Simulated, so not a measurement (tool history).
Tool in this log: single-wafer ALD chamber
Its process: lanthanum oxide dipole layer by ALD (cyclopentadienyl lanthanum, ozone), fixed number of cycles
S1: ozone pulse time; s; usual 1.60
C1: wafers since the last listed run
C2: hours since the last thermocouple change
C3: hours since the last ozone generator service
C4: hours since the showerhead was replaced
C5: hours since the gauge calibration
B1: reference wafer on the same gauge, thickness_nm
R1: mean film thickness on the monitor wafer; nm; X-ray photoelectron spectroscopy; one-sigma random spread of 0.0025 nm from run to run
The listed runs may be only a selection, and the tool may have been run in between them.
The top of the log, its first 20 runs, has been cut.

run      day    S1    C1      C2      C3      C4      C5     B1     R1
 21   64.129  1.90   938  2747.4   413.2   601.7  1269.8  0.454  0.559
      66.967  -- thermocouple changed; heater temperature recalibrated
 22   68.112  1.26  1510    27.5   508.8   697.3  1365.4  0.454  0.528
 23   72.225  2.11  1702   126.2   607.5   796.0  1464.1  0.454  0.563
 24   76.604  2.01  1812   231.3   712.6   901.1  1569.2  0.453  0.563
 25   79.017  1.60   998   289.2   770.5   959.0  1627.1  0.454  0.546
      79.050  -- gauge calibrated
 26   82.125  1.60  1286   363.8   845.1  1033.6    73.8  0.453  0.549
 27   83.971  2.05   764   408.1   889.4  1077.9   118.1  0.454  0.565
 28   86.588  1.18  1083   470.9   952.2  1140.7   180.9  0.454  0.510
 29   89.871  1.60  1359   549.7  1031.0  1219.5   259.7  0.454  0.542
 30   93.829  2.18  1638   644.7  1126.0  1314.5   354.7  0.454  0.560
      96.879  -- ozone generator serviced
 31   96.900  1.16  1133   718.4     0.5  1388.2   428.4  0.453  0.522
 32  101.333  1.60  1835   824.8   106.9  1494.6   534.8  0.454  0.553
 33  104.229  1.60  1198   894.3   176.4  1564.1   604.3  0.454  0.554

Predict each of these 5 candidate next runs independently; none follows another, all start after run 33:
  A  104.246  1.60   6  894.7  176.8  1564.5  604.7   ?   ?
  B  104.246  2.07   6  894.7  176.8  1564.5  604.7   ?   ?
  C  104.246  1.09   6  894.7  176.8  1564.5  604.7   ?   ?
  D  104.246  1.29   6  894.7  176.8  1564.5  604.7   ?   ?
  E  104.246  0.99   6  894.7  176.8  1564.5  604.7   ?   ?

run     B1     R1
  A  0.454  0.549
  B  0.454  0.563
  C  0.454  0.512
  D  0.454  0.531
  E  0.454  0.500
Had the tool no hidden state, the same runs would have come out as:
run     R1
  A  0.551
  B  0.564
  C  0.515
  D  0.533
  E  0.503

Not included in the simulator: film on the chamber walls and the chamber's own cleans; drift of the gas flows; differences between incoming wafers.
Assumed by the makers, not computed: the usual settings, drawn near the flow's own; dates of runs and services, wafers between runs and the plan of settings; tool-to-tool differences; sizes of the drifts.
